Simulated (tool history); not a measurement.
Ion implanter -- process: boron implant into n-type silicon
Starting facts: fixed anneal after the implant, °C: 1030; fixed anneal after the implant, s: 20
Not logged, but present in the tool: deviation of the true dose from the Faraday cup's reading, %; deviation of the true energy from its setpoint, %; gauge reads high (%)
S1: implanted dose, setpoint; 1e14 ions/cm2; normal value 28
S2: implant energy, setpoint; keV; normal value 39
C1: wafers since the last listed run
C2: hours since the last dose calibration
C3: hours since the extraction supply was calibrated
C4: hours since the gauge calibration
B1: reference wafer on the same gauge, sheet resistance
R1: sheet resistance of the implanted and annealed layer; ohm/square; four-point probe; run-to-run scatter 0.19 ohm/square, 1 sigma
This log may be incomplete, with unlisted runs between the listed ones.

run 1 hour=0 | S1=31.83 S2=39 | C1=0 C2=886.4 C3=2430.8 C4=928.9 | B1=47.5 | R1=49.01
run 2 hour=67.2 | S1=31.83 S2=39 | C1=802 C2=953.6 C3=2498 C4=996.1 | B1=47.59 | R1=49.19
run 3 hour=114.5 | S1=28 S2=39 | C1=564 C2=1000.9 C3=2545.3 C4=1043.4 | B1=47.42 | R1=53.46
run 4 hour=179.4 | S1=28 S2=39 | C1=774 C2=1065.8 C3=2610.2 C4=1108.3 | B1=47.43 | R1=53.5
run 5 hour=207 | S1=28 S2=39 | C1=329 C2=1093.4 C3=2637.8 C4=1135.9 | B1=47.49 | R1=53.49
run 6 hour=265.2 | S1=28 S2=39 | C1=694 C2=1151.6 C3=2696 C4=1194.1 | B1=47.44 | R1=53.6
run 7 hour=334.4 | S1=28 S2=39 | C1=825 C2=1220.8 C3=2765.2 C4=1263.3 | B1=47.47 | R1=54.01
run 8 hour=392.6 | S1=28 S2=47.5 | C1=694 C2=1279 C3=2823.4 C4=1321.5 | B1=47.54 | R1=52.62
run 9 hour=453.8 | S1=28 S2=47.5 | C1=730 C2=1340.2 C3=2884.6 C4=1382.7 | B1=47.53 | R1=52.46
run 10 hour=491.6 | S1=28 S2=48 | C1=451 C2=1378 C3=2922.4 C4=1420.5 | B1=47.54 | R1=52.75
-- hour=537.6 Faraday cup replaced and dose calibrated
run 11 hour=551.5 | S1=28 S2=48 | C1=619 C2=13.9 C3=2982.3 C4=1480.4 | B1=47.5 | R1=50.42
-- hour=572.3 extraction supply calibrated
run 12 hour=602.2 | S1=28 S2=48 | C1=509 C2=64.6 C3=29.9 C4=1531.1 | B1=47.53 | R1=50.9
run 13 hour=633.6 | S1=28 S2=39 | C1=374 C2=96 C3=61.3 C4=1562.5 | B1=47.55 | R1=52.63
run 14 hour=699.1 | S1=28 S2=39 | C1=781 C2=161.5 C3=126.8 C4=1628 | B1=47.55 | R1=52.31
run 15 hour=730 | S1=28 S2=39 | C1=368 C2=192.4 C3=157.7 C4=1658.9 | B1=47.58 | R1=52.46
run 16 hour=770.6 | S1=34.31 S2=45.5 | C1=484 C2=233 C3=198.3 C4=1699.5 | B1=47.55 | R1=45.23
-- hour=789.2 gauge calibrated
run 17 hour=831 | S1=28 S2=39 | C1=720 C2=293.4 C3=258.7 C4=41.8 | B1=47.59 | R1=52.6
run 18 hour=875.5 | S1=28 S2=48.5 | C1=531 C2=337.9 C3=303.2 C4=86.3 | B1=47.47 | R1=50.93
run 19 hour=917.1 | S1=22.35 S2=31.5 | C1=496 C2=379.5 C3=344.8 C4=127.9 | B1=47.51 | R1=63.75
run 20 hour=976.8 | S1=28 S2=39 | C1=712 C2=439.2 C3=404.5 C4=187.6 | B1=47.51 | R1=52.89
run 21 hour=1017.7 | S1=35.35 S2=26.5 | C1=488 C2=480.1 C3=445.4 C4=228.5 | B1=47.53 | R1=52.76
run 22 hour=1062.6 | S1=24.16 S2=33 | C1=535 C2=525 C3=490.3 C4=273.4 | B1=47.53 | R1=60.66
run 23 hour=1110.9 | S1=28 S2=39 | C1=576 C2=573.3 C3=538.6 C4=321.7 | B1=47.49 | R1=52.76
run 24 hour=1213.9 | S1=33.57 S2=39 | C1=1229 C2=676.3 C3=641.6 C4=424.7 | B1=47.51 | R1=47.63
run 25 hour=1247.9 | S1=20.13 S2=39 | C1=405 C2=710.3 C3=675.6 C4=458.7 | B1=47.53 | R1=68.07
run 26 hour=1298.4 | S1=28 S2=39 | C1=602 C2=760.8 C3=726.1 C4=509.2 | B1=47.47 | R1=53.03
run 27 hour=1360.3 | S1=23.9 S2=50.5 | C1=738 C2=822.7 C3=788 C4=571.1 | B1=47.42 | R1=57.46
run 28 hour=1412.8 | S1=34.85 S2=43.5 | C1=626 C2=875.2 C3=840.5 C4=623.6 | B1=47.46 | R1=45.76
run 29 hour=1475.6 | S1=28 S2=39 | C1=749 C2=938 C3=903.3 C4=686.4 | B1=47.49 | R1=53.36
run 30 hour=1518.9 | S1=23.9 S2=50.5 | C1=516 C2=981.3 C3=946.6 C4=729.7 | B1=47.45 | R1=58.19

3 ways to go on from here, each from the tool as it stands after run 30. What would each give?
run A hour=1519.3 | S1=21.52 S2=39 | C1=4 C2=981.7 C3=947 C4=730.1 | B1=? | R1=?
run B hour=1519.3 | S1=20.38 S2=48 | C1=4 C2=981.7 C3=947 C4=730.1 | B1=? | R1=?
run C hour=1519.3 | S1=20.6 S2=26 | C1=4 C2=981.7 C3=947 C4=730.1 | B1=? | R1=?

run=A B1=47.44 R1=65.25
run=B B1=47.44 R1=66.71
run=C B1=47.44 R1=71.52
With the hidden condition removed and each run's random variation left untouched, the same runs would have given:
run=A R1=63.82
run=B R1=65.16
run=C R1=70.13
